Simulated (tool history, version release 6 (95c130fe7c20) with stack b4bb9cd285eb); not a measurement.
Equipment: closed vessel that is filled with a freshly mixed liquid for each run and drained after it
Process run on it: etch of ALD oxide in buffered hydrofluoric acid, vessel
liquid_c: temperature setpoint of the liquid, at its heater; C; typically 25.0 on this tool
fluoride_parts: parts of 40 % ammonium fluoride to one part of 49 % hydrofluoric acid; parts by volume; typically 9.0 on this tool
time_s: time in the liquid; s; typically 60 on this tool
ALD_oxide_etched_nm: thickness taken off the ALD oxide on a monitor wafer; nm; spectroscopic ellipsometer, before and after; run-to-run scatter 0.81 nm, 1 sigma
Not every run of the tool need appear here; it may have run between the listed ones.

run   hour  liquid_c  fluoride_parts  time_s  wafers since the last listed run  hours since the thermometer was replaced  hours since the hydrofluoric acid flow meter was replaced  hours since the gauge calibration  read-back film thickness of the ALD oxide reference wafer, read on the same gauge (nm)  ALD_oxide_etched_nm
  1    0.0      25.0             7.0      70                                 0                                    1033.9                                                      584.5                              181.5                                                                                  110.02               239.68
  2    9.8      25.0             9.0      60                               973                                    1043.7                                                      594.3                              191.3                                                                                  110.00               154.17
  3   17.6      25.0             9.0      60                               775                                    1051.5                                                      602.1                              199.1                                                                                  109.99               155.81
  4   30.4      25.0             9.0      60                              1272                                    1064.3                                                      614.9                              211.9                                                                                  110.03               156.90
  5   41.2      25.0             9.0      60                              1073                                    1075.1                                                      625.7                              222.7                                                                                  109.96               155.75
      61.5  -- hydrofluoric acid flow meter replaced
  6   63.5      25.0             9.0      60                              2116                                    1097.4                                                        2.0                              245.0                                                                                  110.00               155.73
  7   75.3      25.0             9.0      60                              1172                                    1109.2                                                       13.8                              256.8                                                                                  110.02               156.52
  8   86.9      25.0             9.0      70                              1152                                    1120.8                                                       25.4                              268.4                                                                                  109.98               183.29
  9   95.6      25.0             9.0      70                               864                                    1129.5                                                       34.1                              277.1                                                                                  110.00               183.04
 10  130.9      25.0             9.0      80                              3508                                    1164.8                                                       69.4                              312.4                                                                                  110.01               212.82
 11  146.8      25.0             9.0      60                              1580                                    1180.7                                                       85.3                              328.3                                                                                  110.02               158.45
     147.9  -- thermometer replaced
 12  163.1      25.0             9.0      60                              1520                                      15.2                                                      101.6                              344.6                                                                                  110.02               139.86
 13  170.0      25.0             9.0      60                               685                                      22.1                                                      108.5                              351.5                                                                                  110.02               140.61
     184.4  -- gauge calibrated
 14  186.1      25.0             9.0      60                              1600                                      38.2                                                      124.6                                1.7                                                                                  109.98               141.46
 15  203.2      25.0             9.0      60                              1699                                      55.3                                                      141.7                               18.8                                                                                  110.00               141.52
 16  213.4      28.5             6.5      60                              1013                                      65.5                                                      151.9                               29.0                                                                                  110.02               238.73
 17  220.4      25.0             9.0      60                               695                                      72.5                                                      158.9                               36.0                                                                                  110.01               139.43
 18  236.9      25.0             9.0      85                              1639                                      89.0                                                      175.4                               52.5                                                                                  110.03               200.34
 19  244.0      21.5             9.0      30                               705                                      96.1                                                      182.5                               59.6                                                                                  110.01                58.74
 20  254.4      23.5             9.0      80                              1033                                     106.5                                                      192.9                               70.0                                                                                  109.99               175.08
 21  265.3      29.5             8.0      60                              1083                                     117.4                                                      203.8                               80.9                                                                                  110.01               205.25
 22  277.7      25.0             9.0      60                              1232                                     129.8                                                      216.2                               93.3                                                                                  109.96               142.54
 23  284.0      25.0            10.5      60                               626                                     136.1                                                      222.5                               99.6                                                                                  110.00               127.35
 24  294.3      23.0             9.0      60                              1023                                     146.4                                                      232.8                              109.9                                                                                  109.99               127.75
 25  304.8      25.0            11.0      45                              1043                                     156.9                                                      243.3                              120.4                                                                                  109.98                90.40
 26  312.3      25.0             7.0      50                               745                                     164.4                                                      250.8                              127.9                                                                                  110.01               155.65
 27  322.3      25.0             9.0      60                               993                                     174.4                                                      260.8                              137.9                                                                                  110.00               143.02
 28  340.0      28.0             9.0      40                              1759                                     192.1                                                      278.5                              155.6                                                                                  110.00               111.76
 29  349.2      25.0             9.0      60                               914                                     201.3                                                      287.7                              164.8                                                                                  110.00               142.65
 30  358.6      25.0             9.0      60                               934                                     210.7                                                      297.1                              174.2                                                                                  110.01               141.94
 31  375.1      23.0             7.0      60                              1639                                     227.2                                                      313.6                              190.7                                                                                  110.01               167.78
 32  382.2      28.0             6.0      30                               705                                     234.3                                                      320.7                              197.8                                                                                  109.98               126.14
 33  397.3      25.0             9.0      60                              1500                                     249.4                                                      335.8                              212.9                                                                                  110.02               142.52

Give the tool's hidden conditions for every run:
hydrofluoric acid flow above the setpoint (%): 0 in every run
gauge reads high (%): 0 in every run
H1: liquid hotter than its thermometer reads (K)
run      H1
  1    1.97
  2    1.99
  3       2
  4    2.02
  5    2.04
  6    2.08
  7     2.1
  8    2.13
  9    2.14
 10    2.21
 11    2.23
 12  0.0468
 13  0.0594
 14  0.0887
 15    0.12
 16   0.138
 17   0.151
 18   0.181
 19   0.194
 20   0.213
 21   0.233
 22   0.255
 23   0.267
 24   0.286
 25   0.305
 26   0.318
 27   0.336
 28   0.369
 29   0.385
 30   0.402
 31   0.432
 32   0.445
 33   0.473
